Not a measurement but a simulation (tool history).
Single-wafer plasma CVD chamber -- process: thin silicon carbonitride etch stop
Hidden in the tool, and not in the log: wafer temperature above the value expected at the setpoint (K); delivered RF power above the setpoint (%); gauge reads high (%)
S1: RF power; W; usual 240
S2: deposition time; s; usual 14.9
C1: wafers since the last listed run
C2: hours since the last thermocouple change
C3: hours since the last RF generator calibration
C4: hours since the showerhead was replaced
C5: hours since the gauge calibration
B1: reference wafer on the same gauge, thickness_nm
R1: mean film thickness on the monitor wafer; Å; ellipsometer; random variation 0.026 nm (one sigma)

run 1 hour=0 | S1=240 S2=14.9 | C1=0 C2=229.9 C3=368.8 C4=1783.3 C5=1999.5 | B1=8.25 | R1=93.15
run 2 hour=63.3 | S1=240 S2=14.9 | C1=1556 C2=293.2 C3=432.1 C4=1846.6 C5=2062.8 | B1=8.257 | R1=93.27
run 3 hour=133.2 | S1=240 S2=13.6 | C1=1718 C2=363.1 C3=502 C4=1916.5 C5=2132.7 | B1=8.251 | R1=84.98
run 4 hour=164.7 | S1=240 S2=13.6 | C1=774 C2=394.6 C3=533.5 C4=1948 C5=2164.2 | B1=8.257 | R1=85.16
run 5 hour=225.8 | S1=240 S2=13.6 | C1=1502 C2=455.7 C3=594.6 C4=2009.1 C5=2225.3 | B1=8.263 | R1=85.03
run 6 hour=285.6 | S1=240 S2=14.9 | C1=1470 C2=515.5 C3=654.4 C4=2068.9 C5=2285.1 | B1=8.267 | R1=93.12
run 7 hour=329.8 | S1=240 S2=14.9 | C1=1086 C2=559.7 C3=698.6 C4=2113.1 C5=2329.3 | B1=8.271 | R1=93.9
run 8 hour=362.8 | S1=265 S2=14.9 | C1=811 C2=592.7 C3=731.6 C4=2146.1 C5=2362.3 | B1=8.274 | R1=98.04
run 9 hour=420.7 | S1=265 S2=14.9 | C1=1423 C2=650.6 C3=789.5 C4=2204 C5=2420.2 | B1=8.273 | R1=98.46
run 10 hour=511.2 | S1=240 S2=14.9 | C1=2225 C2=741.1 C3=880 C4=2294.5 C5=2510.7 | B1=8.275 | R1=93.65
run 11 hour=541.6 | S1=240 S2=14.9 | C1=747 C2=771.5 C3=910.4 C4=2324.9 C5=2541.1 | B1=8.291 | R1=93.27
run 12 hour=610.7 | S1=240 S2=14.9 | C1=1699 C2=840.6 C3=979.5 C4=2394 C5=2610.2 | B1=8.292 | R1=93.7
-- hour=630.4 thermocouple changed; heater temperature recalibrated
run 13 hour=662.2 | S1=240 S2=14.9 | C1=1069 C2=31.8 C3=1031 C4=2445.5 C5=2661.7 | B1=8.297 | R1=93.66
run 14 hour=688 | S1=240 S2=14.9 | C1=634 C2=57.6 C3=1056.8 C4=2471.3 C5=2687.5 | B1=8.292 | R1=94.06
run 15 hour=730.5 | S1=240 S2=17.4 | C1=1045 C2=100.1 C3=1099.3 C4=2513.8 C5=2730 | B1=8.299 | R1=110.01
run 16 hour=775.3 | S1=220 S2=14.9 | C1=1101 C2=144.9 C3=1144.1 C4=2558.6 C5=2774.8 | B1=8.29 | R1=89.75
run 17 hour=846.1 | S1=195 S2=14.9 | C1=1740 C2=215.7 C3=1214.9 C4=2629.4 C5=2845.6 | B1=8.305 | R1=83.7
run 18 hour=950 | S1=240 S2=14.9 | C1=2554 C2=319.6 C3=1318.8 C4=2733.3 C5=2949.5 | B1=8.317 | R1=93.77
run 19 hour=994.3 | S1=265 S2=16.3 | C1=1089 C2=363.9 C3=1363.1 C4=2777.6 C5=2993.8 | B1=8.316 | R1=108.08

Estimate the outcome of run 20 from the log above:
-- hour=1050.2 RF generator calibrated
run 20 hour=1057.7 | S1=270 S2=12.9 | C1=1362 C2=427.3 C3=7.5 C4=2841 C5=3057.2 | B1=? | R1=?

{"run 20": {"B1": 8.324, "R1": 85.76}}
With no hidden state in the tool, this same run would have given R1 83.72 Å.

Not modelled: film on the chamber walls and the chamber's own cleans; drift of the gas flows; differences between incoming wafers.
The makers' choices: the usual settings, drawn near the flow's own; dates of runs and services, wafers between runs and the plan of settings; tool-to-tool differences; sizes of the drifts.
